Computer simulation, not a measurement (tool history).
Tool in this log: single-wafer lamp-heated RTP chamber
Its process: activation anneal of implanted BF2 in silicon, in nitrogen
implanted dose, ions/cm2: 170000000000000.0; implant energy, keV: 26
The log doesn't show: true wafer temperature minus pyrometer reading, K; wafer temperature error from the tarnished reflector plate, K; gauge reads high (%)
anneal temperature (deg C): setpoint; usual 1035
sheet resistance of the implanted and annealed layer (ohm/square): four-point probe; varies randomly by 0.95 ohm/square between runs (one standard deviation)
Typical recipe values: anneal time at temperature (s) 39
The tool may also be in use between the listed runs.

| run | hour | anneal temperature (deg C) | anneal time at temperature (s) | wafers since the last listed run | wafers since the last pyrometer calibration | wafers since the reflector plate was cleaned | hours since the gauge calibration | read-back reference wafer on the same gauge, sheet resistance | sheet resistance of the implanted and annealed layer (ohm/square) |
|---|---|---|---|---|---|---|---|---|---|
| 1 | 0.0 | 1035 | 39 | 0 | 3250 | 3698 | 850.7 | 567.12 | 630.43 |
| 2 | 61.6 | 1035 | 39 | 776 | 4026 | 4474 | 912.3 | 567.04 | 631.23 |
| 3 | 106.7 | 1035 | 39 | 568 | 4595 | 5043 | 957.4 | 566.93 | 631.16 |
|  | 118.1 | reflector plate cleaned |
| 4 | 147.7 | 1035 | 39 | 415 | 5011 | 373 | 998.4 | 566.96 | 629.29 |
| 5 | 199.1 | 1035 | 39 | 647 | 5659 | 1021 | 1049.8 | 567.04 | 629.56 |
| 6 | 257.9 | 1035 | 39 | 741 | 6400 | 1762 | 1108.6 | 567.05 | 629.69 |
| 7 | 324.3 | 1025 | 46 | 836 | 7237 | 2599 | 1175.0 | 567.14 | 630.09 |
|  | 358.4 | pyrometer window cleaned and pyrometer calibrated |
| 8 | 391.7 | 1025 | 46 | 748 | 419 | 3348 | 1242.4 | 566.93 | 632.22 |
| 9 | 436.9 | 1025 | 46 | 569 | 989 | 3918 | 1287.6 | 566.93 | 632.42 |
| 10 | 518.8 | 1035 | 22 | 1032 | 2021 | 4950 | 1369.5 | 566.94 | 638.15 |
|  | 549.0 | reflector plate cleaned |
| 11 | 610.6 | 1035 | 22 | 1056 | 3078 | 777 | 1461.3 | 566.87 | 640.17 |
| 12 | 677.8 | 1035 | 39 | 847 | 3925 | 1624 | 1528.5 | 566.97 | 632.34 |
| 13 | 726.3 | 1035 | 39 | 611 | 4536 | 2235 | 1577.0 | 567.13 | 633.30 |
| 14 | 776.5 | 1035 | 39 | 632 | 5169 | 2868 | 1627.2 | 566.90 | 631.25 |
| 15 | 842.4 | 1035 | 47 | 830 | 6000 | 3698 | 1693.1 | 566.84 | 625.17 |
| 16 | 882.4 | 1018 | 50 | 504 | 6504 | 4203 | 1733.1 | 567.00 | 630.90 |
|  | 947.7 | reflector plate cleaned |
|  | 987.2 | pyrometer window cleaned and pyrometer calibrated |
| 17 | 987.7 | 1009 | 39 | 1125 | 5 | 403 | 1838.4 | 566.83 | 637.61 |
| 18 | 1020.9 | 1053 | 55 | 418 | 424 | 821 | 1871.6 | 567.02 | 621.09 |
| 19 | 1100.4 | 1052 | 52 | 1002 | 1426 | 1823 | 1951.1 | 566.88 | 620.89 |
| 20 | 1162.3 | 1054 | 47 | 780 | 2206 | 2604 | 2013.0 | 566.95 | 622.67 |
| 21 | 1232.8 | 1035 | 39 | 888 | 3095 | 3492 | 2083.5 | 566.99 | 631.20 |
| 22 | 1307.2 | 1035 | 47 | 937 | 4033 | 4430 | 2157.9 | 566.88 | 628.35 |
|  | 1410.2 | reflector plate cleaned |
| 23 | 1410.7 | 1035 | 26 | 1203 | 5236 | 5 | 2261.4 | 566.83 | 635.43 |
| 24 | 1457.2 | 1007 | 28 | 586 | 5823 | 591 | 2307.9 | 567.00 | 640.41 |
|  | 1518.2 | pyrometer window cleaned and pyrometer calibrated |
| 25 | 1551.9 | 1012 | 59 | 1092 | 424 | 1684 | 2402.6 | 567.09 | 631.77 |
|  | 1626.7 | gauge calibrated |
| 26 | 1633.8 | 1035 | 19 | 1032 | 1456 | 2717 | 7.1 | 566.94 | 639.22 |
| 27 | 1718.2 | 1054 | 62 | 1063 | 2520 | 3781 | 91.5 | 567.05 | 617.69 |
|  | 1862.4 | reflector plate cleaned |
| 28 | 1892.4 | 1049 | 16 | 2094 | 4615 | 377 | 265.7 | 566.89 | 638.42 |
| 29 | 1973.3 | 1035 | 39 | 1019 | 5635 | 1397 | 346.6 | 567.11 | 632.13 |
| 30 | 2075.4 | 1035 | 39 | 1286 | 6922 | 2684 | 448.7 | 567.10 | 629.79 |

What if the next run were any one of these 3? Each begins from the tool's condition after run 30:
| A | 2075.8 | 1013 | 39 | 5 | 6927 | 2689 | 449.1 | ? | ? |
| B | 2075.8 | 1050 | 18 | 5 | 6927 | 2689 | 449.1 | ? | ? |
| C | 2075.8 | 1005 | 61 | 5 | 6927 | 2689 | 449.1 | ? | ? |

| run | read-back reference wafer on the same gauge, sheet resistance | sheet resistance of the implanted and annealed layer (ohm/square) |
|---|---|---|
| A | 566.95 | 635.25 |
| B | 566.95 | 636.98 |
| C | 566.95 | 631.50 |
Without the tool's hidden state the same runs would have given:
| run | sheet resistance of the implanted and annealed layer (ohm/square) |
|---|---|
| A | 637.56 |
| B | 639.16 |
| C | 634.40 |
